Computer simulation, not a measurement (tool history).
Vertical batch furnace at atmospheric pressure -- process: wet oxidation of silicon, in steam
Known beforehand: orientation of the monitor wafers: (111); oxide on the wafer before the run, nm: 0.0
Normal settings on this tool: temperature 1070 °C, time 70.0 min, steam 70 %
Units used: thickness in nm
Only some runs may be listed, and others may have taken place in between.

| run | hour | temperature | time | steam | wafers since the last listed run | hours since the last temperature calibration | hours since the steam generator was serviced | hours since the gauge calibration | read-back reference wafer on the same gauge, thickness | thickness |
|---|---|---|---|---|---|---|---|---|---|---|
| 1 | 0.0 | 1070 | 70.0 | 77 | 0 | 3604.7 | 2065.7 | 81.5 | 630.98 | 544.68 |
| 2 | 32.7 | 1070 | 70.0 | 70 | 405 | 3637.4 | 2098.4 | 114.2 | 631.28 | 515.70 |
| 3 | 64.4 | 1070 | 70.0 | 70 | 393 | 3669.1 | 2130.1 | 145.9 | 630.98 | 515.98 |
| 4 | 91.3 | 1070 | 70.0 | 70 | 333 | 3696.0 | 2157.0 | 172.8 | 630.80 | 515.63 |
|  | 168.7 | steam generator serviced |
|  | 201.7 | thermocouples replaced and temperature profile calibrated |
| 5 | 202.2 | 1070 | 70.0 | 73 | 780 | 0.5 | 33.5 | 283.7 | 631.31 | 548.71 |
| 6 | 207.5 | 1070 | 45.0 | 76 | 65 | 5.8 | 38.8 | 289.0 | 631.13 | 438.23 |
| 7 | 214.9 | 1070 | 90.0 | 70 | 91 | 13.2 | 46.2 | 296.4 | 630.87 | 615.94 |
| 8 | 230.4 | 1070 | 57.5 | 60 | 192 | 28.7 | 61.7 | 311.9 | 631.23 | 440.44 |
| 9 | 248.3 | 1070 | 45.0 | 76 | 222 | 46.6 | 79.6 | 329.8 | 631.24 | 438.02 |
| 10 | 278.7 | 1083 | 81.0 | 70 | 377 | 77.0 | 110.0 | 360.2 | 631.08 | 608.98 |
| 11 | 294.7 | 1051 | 70.0 | 82 | 198 | 93.0 | 126.0 | 376.2 | 631.13 | 539.49 |
|  | 298.8 | gauge calibrated |
| 12 | 309.1 | 1070 | 70.0 | 70 | 178 | 107.4 | 140.4 | 10.3 | 630.90 | 533.71 |
| 13 | 322.7 | 1070 | 70.0 | 70 | 168 | 121.0 | 154.0 | 23.9 | 630.88 | 535.38 |
| 14 | 347.3 | 1046 | 70.0 | 70 | 305 | 145.6 | 178.6 | 48.5 | 630.81 | 483.50 |
| 15 | 377.5 | 1070 | 41.5 | 77 | 374 | 175.8 | 208.8 | 78.7 | 630.65 | 421.17 |

Consider 5 possible next runs. They are alternatives, not a sequence: every one starts from the tool as it was left by run 15. What does each give?
| A | 382.9 | 1070 | 37.0 | 70 | 67 | 181.2 | 214.2 | 84.1 | ? | ? |
| B | 382.9 | 1076 | 70.0 | 59 | 67 | 181.2 | 214.2 | 84.1 | ? | ? |
| C | 382.9 | 1063 | 79.5 | 70 | 67 | 181.2 | 214.2 | 84.1 | ? | ? |
| D | 382.9 | 1063 | 90.5 | 59 | 67 | 181.2 | 214.2 | 84.1 | ? | ? |
| E | 382.9 | 1060 | 70.0 | 81 | 67 | 181.2 | 214.2 | 84.1 | ? | ? |

| run | read-back reference wafer on the same gauge, thickness | thickness |
|---|---|---|
| A | 631.26 | 372.59 |
| B | 631.26 | 496.85 |
| C | 631.26 | 557.19 |
| D | 631.26 | 544.52 |
| E | 631.26 | 556.33 |
The same runs, with their run-to-run variation unchanged, on a tool lacking any hidden condition would have given:
| run | thickness |
|---|---|
| A | 375.74 |
| B | 500.91 |
| C | 561.74 |
| D | 548.98 |
| E | 560.89 |
